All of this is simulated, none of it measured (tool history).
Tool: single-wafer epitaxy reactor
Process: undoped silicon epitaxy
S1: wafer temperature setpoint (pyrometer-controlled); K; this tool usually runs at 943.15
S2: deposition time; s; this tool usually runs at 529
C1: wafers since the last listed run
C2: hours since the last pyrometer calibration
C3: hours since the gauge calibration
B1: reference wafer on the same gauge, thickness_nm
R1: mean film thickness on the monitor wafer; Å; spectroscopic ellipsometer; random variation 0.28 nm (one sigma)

run 1 day=0.000 | S1=943.15 S2=603 | C1=0 C2=2146.7 C3=12.9 | B1=153.962 | R1=1413.79
run 2 day=0.671 | S1=943.15 S2=529 | C1=57 C2=2162.8 C3=29.0 | B1=153.950 | R1=1236.16
run 3 day=1.225 | S1=943.15 S2=529 | C1=47 C2=2176.1 C3=42.3 | B1=153.996 | R1=1235.69
run 4 day=1.929 | S1=943.15 S2=529 | C1=59 C2=2193.0 C3=59.2 | B1=154.043 | R1=1232.61
run 5 day=2.221 | S1=943.15 S2=529 | C1=24 C2=2200.0 C3=66.2 | B1=154.060 | R1=1232.57
run 6 day=2.667 | S1=943.15 S2=529 | C1=37 C2=2210.7 C3=76.9 | B1=154.032 | R1=1233.40
run 7 day=3.029 | S1=948.15 S2=529 | C1=30 C2=2219.4 C3=85.6 | B1=153.929 | R1=1355.07
run 8 day=3.933 | S1=943.15 S2=529 | C1=76 C2=2241.1 C3=107.3 | B1=154.003 | R1=1228.80
run 9 day=4.517 | S1=943.15 S2=529 | C1=49 C2=2255.1 C3=121.3 | B1=153.996 | R1=1227.88
-- day=5.454 pyrometer calibrated
run 10 day=5.475 | S1=935.15 S2=468 | C1=53 C2=0.5 C3=144.3 | B1=153.982 | R1=1034.99
run 11 day=5.496 | S1=949.15 S2=592 | C1=1 C2=1.0 C3=144.8 | B1=153.857 | R1=1717.09
run 12 day=6.075 | S1=933.15 S2=492 | C1=49 C2=14.9 C3=158.7 | B1=154.050 | R1=1052.29
-- day=6.708 gauge calibrated
run 13 day=6.750 | S1=949.15 S2=565 | C1=57 C2=31.1 C3=1.0 | B1=153.959 | R1=1630.21
run 14 day=7.054 | S1=943.15 S2=594 | C1=25 C2=38.4 C3=8.3 | B1=153.973 | R1=1539.74
run 15 day=7.733 | S1=943.15 S2=529 | C1=57 C2=54.7 C3=24.6 | B1=153.996 | R1=1365.74
run 16 day=8.254 | S1=950.15 S2=567 | C1=44 C2=67.2 C3=37.1 | B1=153.988 | R1=1668.74
run 17 day=8.842 | S1=938.15 S2=612 | C1=49 C2=81.3 C3=51.2 | B1=154.014 | R1=1441.29

Hidden state or all else? Some run-to-run changes of R1, split into what the settings, what came in and random variation would give without the hidden state, and what is left for the hidden state (with any gauge scatter that isn't in both results):
The hidden state here: wafer temperature above the value expected at the setpoint (K); gauge reads high (%).
Run 9 -> 10: S1 943.15 -> 935.15, S2 529 -> 468, pyrometer calibrated. R1 -192.89 Å: hidden state +140.34, all else -333.23.
Run 10 -> 11: S1 935.15 -> 949.15, S2 468 -> 592. R1 +682.10 Å: hidden state +4.74, all else +677.36.
